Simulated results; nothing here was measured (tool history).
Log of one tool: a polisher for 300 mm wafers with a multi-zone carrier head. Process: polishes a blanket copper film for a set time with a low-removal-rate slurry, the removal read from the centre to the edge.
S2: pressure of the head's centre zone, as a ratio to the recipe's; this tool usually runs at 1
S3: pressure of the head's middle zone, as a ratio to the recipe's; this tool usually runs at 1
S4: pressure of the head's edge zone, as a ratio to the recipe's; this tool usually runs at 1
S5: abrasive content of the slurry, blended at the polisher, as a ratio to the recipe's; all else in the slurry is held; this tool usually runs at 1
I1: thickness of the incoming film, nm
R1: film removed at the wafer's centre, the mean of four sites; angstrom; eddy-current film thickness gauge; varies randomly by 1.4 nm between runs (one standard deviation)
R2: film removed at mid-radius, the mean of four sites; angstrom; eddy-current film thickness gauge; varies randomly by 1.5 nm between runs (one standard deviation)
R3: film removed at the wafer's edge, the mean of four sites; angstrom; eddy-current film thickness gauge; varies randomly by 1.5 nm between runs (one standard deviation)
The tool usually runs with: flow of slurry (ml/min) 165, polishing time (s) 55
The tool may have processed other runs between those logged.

{"run": 1, "hour": 0.0, "flow of slurry (ml/min)": 165, "S2": 1, "S3": 1, "S4": 1, "S5": 1, "polishing time (s)": 55, "I1": 1239.2, "R1": 1188, "R2": 1213, "R3": 1211}
{"run": 2, "hour": 13.9, "flow of slurry (ml/min)": 165, "S2": 1, "S3": 1.07, "S4": 1, "S5": 1, "polishing time (s)": 55, "I1": 1240.3, "R1": 1182, "R2": 1239, "R3": 1193}
{"run": 3, "hour": 26.9, "flow of slurry (ml/min)": 165, "S2": 1, "S3": 1, "S4": 1, "S5": 1, "polishing time (s)": 55, "I1": 1253.8, "R1": 1185, "R2": 1171, "R3": 1208}
{"run": 4, "hour": 41.9, "flow of slurry (ml/min)": 205, "S2": 1, "S3": 1, "S4": 1, "S5": 0.7, "polishing time (s)": 41, "I1": 1262, "R1": 860, "R2": 848, "R3": 868}
{"run": 5, "hour": 57.1, "flow of slurry (ml/min)": 165, "S2": 1, "S3": 1, "S4": 1, "S5": 1.1, "polishing time (s)": 55, "I1": 1254.1, "R1": 1232, "R2": 1226, "R3": 1271}
{"run": 6, "hour": 64.8, "flow of slurry (ml/min)": 165, "S2": 1, "S3": 1, "S4": 1, "S5": 1, "polishing time (s)": 55, "I1": 1267.1, "R1": 1199, "R2": 1174, "R3": 1205}
{"hour": 70.4, "done": "edge zone pressure recalibrated"}
{"hour": 73.3, "done": "worn pad replaced by a new one"}
{"run": 7, "hour": 77.9, "flow of slurry (ml/min)": 165, "S2": 0.96, "S3": 0.88, "S4": 1, "S5": 1.3, "polishing time (s)": 72, "I1": 1242.4, "R1": 1553, "R2": 1518, "R3": 1668}
{"hour": 92.0, "done": "carrier head's membrane replaced by a new one"}
{"run": 8, "hour": 94.9, "flow of slurry (ml/min)": 135, "S2": 1, "S3": 1, "S4": 1, "S5": 1, "polishing time (s)": 55, "I1": 1273.9, "R1": 1120, "R2": 1124, "R3": 1184}
{"run": 9, "hour": 102.5, "flow of slurry (ml/min)": 165, "S2": 0.9, "S3": 1, "S4": 1, "S5": 1, "polishing time (s)": 55, "I1": 1237, "R1": 1065, "R2": 1182, "R3": 1204}
{"run": 10, "hour": 111.6, "flow of slurry (ml/min)": 165, "S2": 1, "S3": 1, "S4": 0.89, "S5": 1, "polishing time (s)": 43, "I1": 1245.4, "R1": 911, "R2": 913, "R3": 904}
{"run": 11, "hour": 122.9, "flow of slurry (ml/min)": 150, "S2": 1, "S3": 1, "S4": 1.04, "S5": 0.75, "polishing time (s)": 61, "I1": 1262.2, "R1": 1222, "R2": 1197, "R3": 1272}
{"run": 12, "hour": 134.9, "flow of slurry (ml/min)": 165, "S2": 1, "S3": 1, "S4": 0.89, "S5": 1, "polishing time (s)": 43, "I1": 1258.7, "R1": 921, "R2": 913, "R3": 905}
{"run": 13, "hour": 142.3, "flow of slurry (ml/min)": 165, "S2": 1, "S3": 1, "S4": 1.05, "S5": 1, "polishing time (s)": 37, "I1": 1227.6, "R1": 795, "R2": 808, "R3": 818}
{"hour": 171.7, "done": "slurry nozzle cleaned"}
{"run": 14, "hour": 190.1, "flow of slurry (ml/min)": 225, "S2": 1, "S3": 1, "S4": 1.11, "S5": 1, "polishing time (s)": 48, "I1": 1247.2, "R1": 1108, "R2": 1068, "R3": 1146}

Run 15, settings as shown, results not yet in. Your forecast:
{"run": 15, "hour": 198.8, "flow of slurry (ml/min)": 195, "S2": 1, "S3": 1, "S4": 1.04, "S5": 0.9, "polishing time (s)": 55, "I1": 1241.3, "R1": "?", "R2": "?", "R3": "?"}

{"run 15": {"R1": 1182, "R2": 1175, "R3": 1226}}
Were there no unlogged condition in the tool, this run, its random variation unchanged, would have produced R1 1182 angstrom, R2 1175 angstrom, R3 1226 angstrom.
